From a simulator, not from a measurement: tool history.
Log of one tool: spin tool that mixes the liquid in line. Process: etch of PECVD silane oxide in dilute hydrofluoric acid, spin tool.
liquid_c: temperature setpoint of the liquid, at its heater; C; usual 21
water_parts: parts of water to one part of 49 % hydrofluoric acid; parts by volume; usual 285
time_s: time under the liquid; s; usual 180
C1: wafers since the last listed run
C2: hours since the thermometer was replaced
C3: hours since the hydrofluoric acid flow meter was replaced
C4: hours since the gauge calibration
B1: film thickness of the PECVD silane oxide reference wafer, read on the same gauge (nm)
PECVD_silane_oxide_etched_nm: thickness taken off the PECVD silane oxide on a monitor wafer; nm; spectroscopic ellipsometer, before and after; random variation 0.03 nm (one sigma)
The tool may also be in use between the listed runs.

{"run": 1, "day": 0.0, "liquid_c": 21, "water_parts": 285, "time_s": 180, "C1": 0, "C2": 2384.5, "C3": 1875.8, "C4": 77.2, "B1": 149.99, "PECVD_silane_oxide_etched_nm": 18.55}
{"run": 2, "day": 1.133, "liquid_c": 21, "water_parts": 285, "time_s": 180, "C1": 197, "C2": 2411.7, "C3": 1903, "C4": 104.4, "B1": 149.99, "PECVD_silane_oxide_etched_nm": 18.54}
{"run": 3, "day": 2.233, "liquid_c": 21, "water_parts": 285, "time_s": 180, "C1": 191, "C2": 2438.1, "C3": 1929.4, "C4": 130.8, "B1": 149.98, "PECVD_silane_oxide_etched_nm": 18.72}
{"run": 4, "day": 2.829, "liquid_c": 21, "water_parts": 285, "time_s": 180, "C1": 103, "C2": 2452.4, "C3": 1943.7, "C4": 145.1, "B1": 149.98, "PECVD_silane_oxide_etched_nm": 18.72}
{"run": 5, "day": 3.45, "liquid_c": 21, "water_parts": 285, "time_s": 180, "C1": 108, "C2": 2467.3, "C3": 1958.6, "C4": 160, "B1": 150.01, "PECVD_silane_oxide_etched_nm": 18.68}
{"run": 6, "day": 4.642, "liquid_c": 21, "water_parts": 285, "time_s": 180, "C1": 207, "C2": 2495.9, "C3": 1987.2, "C4": 188.6, "B1": 149.99, "PECVD_silane_oxide_etched_nm": 18.83}
{"run": 7, "day": 5.738, "liquid_c": 21, "water_parts": 285, "time_s": 250, "C1": 190, "C2": 2522.2, "C3": 2013.5, "C4": 214.9, "B1": 150, "PECVD_silane_oxide_etched_nm": 26.19}
{"run": 8, "day": 6.421, "liquid_c": 21, "water_parts": 285, "time_s": 180, "C1": 118, "C2": 2538.6, "C3": 2029.9, "C4": 231.3, "B1": 149.99, "PECVD_silane_oxide_etched_nm": 18.9}
{"day": 6.7, "done": "hydrofluoric acid flow meter replaced"}
{"day": 6.754, "done": "thermometer replaced"}
{"run": 9, "day": 7.0, "liquid_c": 21, "water_parts": 175, "time_s": 180, "C1": 86, "C2": 5.9, "C3": 7.2, "C4": 245.2, "B1": 149.97, "PECVD_silane_oxide_etched_nm": 28}
{"day": 7.325, "done": "gauge calibrated"}
{"run": 10, "day": 8.075, "liquid_c": 26, "water_parts": 230, "time_s": 75, "C1": 187, "C2": 31.7, "C3": 33, "C4": 18, "B1": 149.97, "PECVD_silane_oxide_etched_nm": 10.13}
{"run": 11, "day": 8.85, "liquid_c": 18, "water_parts": 285, "time_s": 180, "C1": 134, "C2": 50.3, "C3": 51.6, "C4": 36.6, "B1": 150.01, "PECVD_silane_oxide_etched_nm": 13.86}
{"run": 12, "day": 9.367, "liquid_c": 21, "water_parts": 285, "time_s": 180, "C1": 89, "C2": 62.7, "C3": 64, "C4": 49, "B1": 149.99, "PECVD_silane_oxide_etched_nm": 15.52}
{"run": 13, "day": 10.208, "liquid_c": 22.5, "water_parts": 230, "time_s": 85, "C1": 146, "C2": 82.9, "C3": 84.2, "C4": 69.2, "B1": 149.97, "PECVD_silane_oxide_etched_nm": 10.16}
{"run": 14, "day": 11.458, "liquid_c": 21, "water_parts": 360, "time_s": 85, "C1": 217, "C2": 112.9, "C3": 114.2, "C4": 99.2, "B1": 150, "PECVD_silane_oxide_etched_nm": 5.45}

Forecast each of these 5 alternatives for the next run:
{"run": "A", "day": 11.479, "liquid_c": 21, "water_parts": 195, "time_s": 180, "C1": 3, "C2": 113.4, "C3": 114.7, "C4": 99.7, "B1": "?", "PECVD_silane_oxide_etched_nm": "?"}
{"run": "B", "day": 11.479, "liquid_c": 21, "water_parts": 150, "time_s": 180, "C1": 3, "C2": 113.4, "C3": 114.7, "C4": 99.7, "B1": "?", "PECVD_silane_oxide_etched_nm": "?"}
{"run": "C", "day": 11.479, "liquid_c": 21, "water_parts": 390, "time_s": 180, "C1": 3, "C2": 113.4, "C3": 114.7, "C4": 99.7, "B1": "?", "PECVD_silane_oxide_etched_nm": "?"}
{"run": "D", "day": 11.479, "liquid_c": 21, "water_parts": 285, "time_s": 275, "C1": 3, "C2": 113.4, "C3": 114.7, "C4": 99.7, "B1": "?", "PECVD_silane_oxide_etched_nm": "?"}
{"run": "E", "day": 11.479, "liquid_c": 25.5, "water_parts": 285, "time_s": 240, "C1": 3, "C2": 113.4, "C3": 114.7, "C4": 99.7, "B1": "?", "PECVD_silane_oxide_etched_nm": "?"}

run=A B1=150.04 PECVD_silane_oxide_etched_nm=24.82
run=B B1=150.04 PECVD_silane_oxide_etched_nm=33.8
run=C B1=150.04 PECVD_silane_oxide_etched_nm=10.37
run=D B1=150.04 PECVD_silane_oxide_etched_nm=23.79
run=E B1=150.04 PECVD_silane_oxide_etched_nm=24.34
Without the tool's hidden state the same runs would have given:
run=A PECVD_silane_oxide_etched_nm=24.06
run=B PECVD_silane_oxide_etched_nm=32.78
run=C PECVD_silane_oxide_etched_nm=10.05
run=D PECVD_silane_oxide_etched_nm=23.06
run=E PECVD_silane_oxide_etched_nm=23.6

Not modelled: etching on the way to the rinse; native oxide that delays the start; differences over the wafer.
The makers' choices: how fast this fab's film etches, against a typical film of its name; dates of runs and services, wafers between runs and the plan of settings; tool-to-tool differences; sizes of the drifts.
